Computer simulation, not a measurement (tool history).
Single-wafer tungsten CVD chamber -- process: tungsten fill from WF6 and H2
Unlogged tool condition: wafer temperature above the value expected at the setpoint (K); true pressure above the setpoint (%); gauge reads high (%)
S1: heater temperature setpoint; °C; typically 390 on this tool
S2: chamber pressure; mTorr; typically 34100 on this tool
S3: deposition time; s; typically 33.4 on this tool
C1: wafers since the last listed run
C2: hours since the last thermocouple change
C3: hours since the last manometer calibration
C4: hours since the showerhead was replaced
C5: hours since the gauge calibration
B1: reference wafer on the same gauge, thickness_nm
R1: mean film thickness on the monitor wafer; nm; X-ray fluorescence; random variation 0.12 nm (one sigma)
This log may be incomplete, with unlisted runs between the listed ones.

run 1 hour=0.0 | S1=390 S2=34100 S3=33.4 | C1=0 C2=2447.8 C3=1120.4 C4=5938.4 C5=64.1 | B1=79.812 | R1=77.326
run 2 hour=11.5 | S1=390 S2=40300 S3=33.4 | C1=281 C2=2459.3 C3=1131.9 C4=5949.9 C5=75.6 | B1=79.839 | R1=84.277
run 3 hour=23.0 | S1=390 S2=40300 S3=33.4 | C1=281 C2=2470.8 C3=1143.4 C4=5961.4 C5=87.1 | B1=79.754 | R1=84.074
run 4 hour=31.7 | S1=390 S2=34100 S3=33.4 | C1=212 C2=2479.5 C3=1152.1 C4=5970.1 C5=95.8 | B1=79.816 | R1=77.623
run 5 hour=43.4 | S1=390 S2=34100 S3=31.8 | C1=285 C2=2491.2 C3=1163.8 C4=5981.8 C5=107.5 | B1=79.782 | R1=73.951
run 6 hour=57.5 | S1=390 S2=34100 S3=31.8 | C1=344 C2=2505.3 C3=1177.9 C4=5995.9 C5=121.6 | B1=79.816 | R1=73.714
run 7 hour=66.2 | S1=390 S2=34100 S3=31.8 | C1=212 C2=2514.0 C3=1186.6 C4=6004.6 C5=130.3 | B1=79.809 | R1=73.951
run 8 hour=79.3 | S1=390 S2=34100 S3=33.4 | C1=320 C2=2527.1 C3=1199.7 C4=6017.7 C5=143.4 | B1=79.755 | R1=77.696
-- hour=101.8 capacitance manometer re-zeroed and calibrated
-- hour=102.0 gauge calibrated
run 9 hour=102.3 | S1=390 S2=39000 S3=35.6 | C1=366 C2=2550.1 C3=0.5 C4=6040.7 C5=0.3 | B1=79.797 | R1=84.295
run 10 hour=111.5 | S1=390 S2=34100 S3=36.3 | C1=224 C2=2559.3 C3=9.7 C4=6049.9 C5=9.5 | B1=79.816 | R1=80.808
-- hour=121.2 thermocouple changed; heater temperature recalibrated
-- hour=128.2 showerhead replaced
run 11 hour=128.7 | S1=390 S2=34100 S3=28.4 | C1=52 C2=7.5 C3=26.9 C4=0.5 C5=26.7 | B1=79.784 | R1=69.045
run 12 hour=138.1 | S1=390 S2=34100 S3=33.4 | C1=229 C2=16.9 C3=36.3 C4=9.9 C5=36.1 | B1=79.809 | R1=81.156
run 13 hour=154.3 | S1=402 S2=37400 S3=36.2 | C1=395 C2=33.1 C3=52.5 C4=26.1 C5=52.3 | B1=79.805 | R1=118.516
run 14 hour=164.2 | S1=390 S2=27200 S3=30.4 | C1=241 C2=43.0 C3=62.4 C4=36.0 C5=62.2 | B1=79.746 | R1=65.906
run 15 hour=173.4 | S1=390 S2=41100 S3=30.7 | C1=224 C2=52.2 C3=71.6 C4=45.2 C5=71.4 | B1=79.804 | R1=81.372
run 16 hour=188.6 | S1=405 S2=41300 S3=33.4 | C1=371 C2=67.4 C3=86.8 C4=60.4 C5=86.6 | B1=79.792 | R1=121.519

For each run, the measured value with the value that run would have given without the tool's hidden condition subtracted. The run-to-run variation is shared by both, the gauge scatter possibly not:
run=1 R1=-4.341
run=2 R1=-4.772
run=3 R1=-4.734
run=4 R1=-4.289
run=5 R1=-4.060
run=6 R1=-4.016
run=7 R1=-4.009
run=8 R1=-4.180
run=9 R1=-8.727
run=10 R1=-8.401
run=11 R1=-0.647
run=12 R1=-0.792
run=13 R1=-1.114
run=14 R1=-0.712
run=15 R1=-0.908
run=16 R1=-1.272
